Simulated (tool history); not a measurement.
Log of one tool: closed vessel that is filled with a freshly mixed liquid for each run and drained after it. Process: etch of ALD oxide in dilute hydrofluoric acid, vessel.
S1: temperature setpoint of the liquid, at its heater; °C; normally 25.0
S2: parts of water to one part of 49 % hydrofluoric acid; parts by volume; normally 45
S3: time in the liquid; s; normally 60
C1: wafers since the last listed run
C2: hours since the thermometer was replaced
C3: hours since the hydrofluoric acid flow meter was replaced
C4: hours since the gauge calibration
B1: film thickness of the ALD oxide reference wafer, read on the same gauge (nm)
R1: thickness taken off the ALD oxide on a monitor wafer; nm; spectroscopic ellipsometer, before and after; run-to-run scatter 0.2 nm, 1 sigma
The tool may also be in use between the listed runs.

| run | hour | S1 | S2 | S3 | C1 | C2 | C3 | C4 | B1 | R1 |
|---|---|---|---|---|---|---|---|---|---|---|
| 1 | 0.0 | 25.0 | 45 | 60 | 0 | 315.4 | 415.2 | 27.9 | 120.01 | 22.91 |
| 2 | 10.2 | 25.0 | 45 | 60 | 709 | 325.6 | 425.4 | 38.1 | 119.96 | 22.88 |
| 3 | 20.8 | 25.0 | 45 | 60 | 736 | 336.2 | 436.0 | 48.7 | 120.00 | 22.74 |
| 4 | 27.7 | 25.0 | 45 | 60 | 479 | 343.1 | 442.9 | 55.6 | 120.02 | 22.61 |
| 5 | 41.2 | 25.0 | 45 | 60 | 938 | 356.6 | 456.4 | 69.1 | 120.01 | 22.78 |
| 6 | 52.6 | 25.0 | 45 | 60 | 792 | 368.0 | 467.8 | 80.5 | 120.01 | 22.65 |
| 7 | 69.1 | 25.0 | 60 | 60 | 1147 | 384.5 | 484.3 | 97.0 | 119.99 | 16.92 |
| 8 | 82.2 | 25.0 | 45 | 60 | 910 | 397.6 | 497.4 | 110.1 | 120.01 | 23.05 |
| 9 | 99.7 | 25.0 | 45 | 60 | 1216 | 415.1 | 514.9 | 127.6 | 119.99 | 23.16 |
| 10 | 143.6 | 25.0 | 45 | 60 | 3052 | 459.0 | 558.8 | 171.5 | 120.00 | 23.35 |
| 11 | 156.4 | 25.0 | 45 | 60 | 889 | 471.8 | 571.6 | 184.3 | 119.94 | 23.33 |
| 12 | 198.1 | 25.0 | 45 | 60 | 2899 | 513.5 | 613.3 | 226.0 | 119.95 | 23.43 |
| 13 | 210.3 | 25.0 | 45 | 60 | 848 | 525.7 | 625.5 | 238.2 | 120.00 | 23.57 |
| 14 | 227.4 | 25.0 | 45 | 60 | 1188 | 542.8 | 642.6 | 255.3 | 120.02 | 23.49 |
| 15 | 240.2 | 25.0 | 45 | 60 | 889 | 555.6 | 655.4 | 268.1 | 120.03 | 23.75 |
| 16 | 246.7 | 27.5 | 55 | 60 | 451 | 562.1 | 661.9 | 274.6 | 119.99 | 20.62 |
| 17 | 256.2 | 27.0 | 35 | 45 | 660 | 571.6 | 671.4 | 284.1 | 120.01 | 24.85 |
| 18 | 273.2 | 25.0 | 55 | 60 | 1181 | 588.6 | 688.4 | 301.1 | 119.98 | 19.24 |
| 19 | 284.2 | 22.0 | 55 | 85 | 764 | 599.6 | 699.4 | 312.1 | 119.99 | 23.71 |
|  | 290.4 | hydrofluoric acid flow meter replaced |
| 20 | 304.5 | 28.0 | 45 | 60 | 1341 | 619.9 | 14.1 | 332.4 | 119.96 | 26.91 |
| 21 | 315.1 | 25.0 | 45 | 60 | 736 | 630.5 | 24.7 | 343.0 | 119.95 | 23.62 |
| 22 | 324.1 | 25.0 | 45 | 60 | 625 | 639.5 | 33.7 | 352.0 | 120.01 | 23.43 |
|  | 339.8 | gauge calibrated |
| 23 | 355.8 | 21.5 | 30 | 90 | 2203 | 671.2 | 65.4 | 16.0 | 120.05 | 46.78 |
|  | 372.7 | thermometer replaced |
| 24 | 395.9 | 25.0 | 45 | 60 | 2718 | 23.2 | 105.5 | 56.1 | 120.01 | 24.92 |
| 25 | 413.8 | 25.0 | 45 | 60 | 1244 | 41.1 | 123.4 | 74.0 | 120.03 | 25.31 |
| 26 | 426.6 | 25.0 | 45 | 60 | 889 | 53.9 | 136.2 | 86.8 | 120.01 | 24.49 |
| 27 | 434.3 | 25.0 | 45 | 60 | 535 | 61.6 | 143.9 | 94.5 | 119.98 | 25.16 |
| 28 | 475.7 | 20.0 | 45 | 30 | 2878 | 103.0 | 185.3 | 135.9 | 119.97 | 10.21 |
| 29 | 493.3 | 23.5 | 45 | 30 | 1223 | 120.6 | 202.9 | 153.5 | 120.01 | 11.68 |
| 30 | 510.0 | 29.0 | 45 | 60 | 1161 | 137.3 | 219.6 | 170.2 | 120.00 | 29.79 |
|  | 512.5 | thermometer replaced, repeated, since the last time left the tool worse |
| 31 | 522.3 | 21.5 | 30 | 45 | 785 | 9.8 | 231.9 | 182.5 | 120.02 | 22.07 |
| 32 | 537.3 | 28.0 | 45 | 85 | 1042 | 24.8 | 246.9 | 197.5 | 119.95 | 34.88 |
| 33 | 548.4 | 25.0 | 45 | 45 | 771 | 35.9 | 258.0 | 208.6 | 119.97 | 16.48 |

Run 34 comes next. What will it give?
| 34 | 560.5 | 25.0 | 45 | 80 | 841 | 48.0 | 270.1 | 220.7 | ? | ? |

{"run 34": {"B1": 120.02, "R1": 28.96}}
Take away the tool's hidden state, keep the run-to-run variation as it was, and the same run would have given R1 28.83 nm.
